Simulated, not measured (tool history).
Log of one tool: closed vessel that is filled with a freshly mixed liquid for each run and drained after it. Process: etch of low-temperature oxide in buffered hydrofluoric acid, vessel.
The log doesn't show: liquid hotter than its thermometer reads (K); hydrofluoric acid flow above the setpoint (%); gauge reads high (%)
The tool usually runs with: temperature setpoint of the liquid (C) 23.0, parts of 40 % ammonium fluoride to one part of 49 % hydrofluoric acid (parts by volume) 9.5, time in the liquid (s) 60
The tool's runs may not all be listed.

run	hour	temperature setpoint of the liquid (C)	parts of 40 % ammonium fluoride to one part of 49 % hydrofluoric acid (parts by volume)	time in the liquid (s)	wafers since the last listed run	hours since the thermometer was replaced	hours since the hydrofluoric acid flow meter was replaced	hours since the gauge calibration	read-back film thickness of the low-temperature oxide reference wafer, read on the same gauge (nm)	thickness taken off the low-temperature oxide on a monitor wafer (nm)
1	0.0	23.0	9.5	60	0	9.3	77.8	35.7	89.97	437.22
2	17.4	23.0	9.5	60	1188	26.7	95.2	53.1	89.97	446.60
3	25.8	23.0	9.5	60	573	35.1	103.6	61.5	89.98	446.78
4	32.8	23.0	9.5	35	477	42.1	110.6	68.5	90.04	261.04
5	50.2	19.0	9.5	60	1188	59.5	128.0	85.9	89.98	356.92
6	57.7	23.0	9.5	60	512	67.0	135.5	93.4	90.04	444.11
7	66.3	23.0	9.5	60	587	75.6	144.1	102.0	90.00	447.23
8	79.9	23.0	9.5	60	928	89.2	157.7	115.6	90.02	448.42
9	90.8	21.5	12.5	30	744	100.1	168.6	126.5	90.00	160.34
10	99.3	23.0	9.5	60	580	108.6	177.1	135.0	90.02	448.61
11	116.0	23.0	7.5	60	1140	125.3	193.8	151.7	90.02	557.46
# hour 137.8: thermometer replaced, repeated, since the last time left the tool worse
12	167.8	24.5	10.5	45	3468	30.0	245.6	203.5	90.01	285.53
13	177.4	19.5	6.5	90	655	39.6	255.2	213.1	90.01	681.36
14	188.5	21.0	11.5	90	757	50.7	266.3	224.2	89.99	435.98
15	200.0	23.0	9.5	60	785	62.2	277.8	235.7	90.03	380.75
16	207.4	23.0	9.5	60	505	69.6	285.2	243.1	90.03	378.39
17	218.8	23.0	12.5	70	778	81.0	296.6	254.5	89.99	349.47
18	231.1	18.0	12.5	85	839	93.3	308.9	266.8	89.97	314.60
19	238.4	26.5	12.5	80	498	100.6	316.2	274.1	90.03	480.06
20	247.1	25.5	9.5	60	594	109.3	324.9	282.8	89.94	435.99
21	262.2	23.0	9.5	60	1031	124.4	340.0	297.9	90.01	382.42
22	274.1	23.0	9.5	60	812	136.3	351.9	309.8	90.00	385.26
23	280.9	23.0	9.5	60	464	143.1	358.7	316.6	90.01	379.90
24	295.0	23.0	9.5	80	962	157.2	372.8	330.7	89.97	522.07
25	301.6	19.0	5.5	35	450	163.8	379.4	337.3	90.00	295.84
26	310.0	23.0	7.0	60	573	172.2	387.8	345.7	89.99	528.72
27	321.6	21.5	10.5	75	792	183.8	399.4	357.3	89.99	407.40
28	334.5	23.0	9.5	60	880	196.7	412.3	370.2	90.00	385.77
29	347.2	27.0	9.5	60	867	209.4	425.0	382.9	90.05	479.49
30	354.5	23.0	9.5	60	498	216.7	432.3	390.2	89.96	379.36
31	365.4	27.5	6.0	95	744	227.6	443.2	401.1	90.00	1206.43
32	384.3	25.0	9.5	70	1290	246.5	462.1	420.0	90.04	503.42

Forecast each of these 4 alternatives for the next run:
A	385.0	26.0	9.5	60	47	247.2	462.8	420.7	?	?
B	385.0	26.5	11.5	60	47	247.2	462.8	420.7	?	?
C	385.0	26.5	8.5	80	47	247.2	462.8	420.7	?	?
D	385.0	23.0	9.5	30	47	247.2	462.8	420.7	?	?

run	read-back film thickness of the low-temperature oxide reference wafer, read on the same gauge (nm)	thickness taken off the low-temperature oxide on a monitor wafer (nm)
A	90.02	450.97
B	90.02	391.44
C	90.02	679.80
D	90.02	191.67
With the hidden condition removed and each run's random variation left untouched, the same runs would have given:
run	thickness taken off the low-temperature oxide on a monitor wafer (nm)
A	439.72
B	381.71
C	662.91
D	186.79
